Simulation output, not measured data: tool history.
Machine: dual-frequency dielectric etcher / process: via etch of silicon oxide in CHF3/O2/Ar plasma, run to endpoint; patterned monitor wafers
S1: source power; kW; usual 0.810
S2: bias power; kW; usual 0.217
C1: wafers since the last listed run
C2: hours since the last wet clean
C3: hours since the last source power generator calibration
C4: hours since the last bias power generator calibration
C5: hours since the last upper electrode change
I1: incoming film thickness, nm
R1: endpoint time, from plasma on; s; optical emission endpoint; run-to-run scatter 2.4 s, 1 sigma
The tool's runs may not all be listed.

run,hour,S1,S2,C1,C2,C3,C4,C5,I1,R1
1,0.0,0.810,0.217,0,159.3,3642.1,1815.2,5076.2,839.7,373.6
2,6.5,0.810,0.217,25,165.8,3648.6,1821.7,5082.7,834.2,371.6
3,14.0,0.810,0.217,29,173.3,3656.1,1829.2,5090.2,841.1,371.0
4,29.4,0.810,0.232,60,188.7,3671.5,1844.6,5105.6,838.6,354.7
5,46.9,0.810,0.232,68,206.2,3689.0,1862.1,5123.1,835.6,355.8
6,71.4,0.810,0.232,96,230.7,3713.5,1886.6,5147.6,833.7,354.2
7,87.6,0.810,0.187,63,246.9,3729.7,1902.8,5163.8,829.7,383.9
# hour 124.0: upper electrode replaced
8,124.5,0.810,0.187,50,283.8,3766.6,1939.7,0.5,838.8,386.1
9,124.9,0.810,0.247,1,284.2,3767.0,1940.1,0.9,836.4,343.4
10,125.3,0.810,0.247,1,284.6,3767.4,1940.5,1.3,842.0,347.6
11,137.9,0.810,0.247,49,297.2,3780.0,1953.1,13.9,821.6,336.1
# hour 148.8: source power generator calibrated
12,149.3,0.810,0.217,29,308.6,0.5,1964.5,25.3,839.0,364.6
13,151.6,0.810,0.217,9,310.9,2.8,1966.8,27.6,835.0,360.0
14,160.2,0.810,0.217,33,319.5,11.4,1975.4,36.2,835.4,362.5
15,172.8,0.810,0.217,49,332.1,24.0,1988.0,48.8,831.8,360.5
16,181.6,0.810,0.217,34,340.9,32.8,1996.8,57.6,831.0,361.2
17,189.4,0.810,0.259,30,348.7,40.6,2004.6,65.4,833.4,330.1
18,196.2,0.810,0.217,26,355.5,47.4,2011.4,72.2,844.6,363.9
19,210.9,0.750,0.260,57,370.2,62.1,2026.1,86.9,833.2,336.8
# hour 238.9: wet clean of the chamber
20,239.4,0.920,0.197,17,0.5,90.6,2054.6,115.4,834.8,375.1
21,239.9,0.990,0.267,1,1.0,91.1,2055.1,115.9,848.5,325.6
22,240.5,0.610,0.231,2,1.6,91.7,2055.7,116.5,843.7,403.8
23,253.3,0.960,0.217,50,14.4,104.5,2068.5,129.3,836.7,357.7

Run 24 has not been measured yet. What should we expect?
# hour 262.5: bias power generator calibrated
24,267.8,0.810,0.217,41,28.9,119.0,5.3,143.8,827.8,?

R1: 367.6 s
With the hidden condition absent and the run-to-run variation left alone, this run would have shown R1 367.7 s.
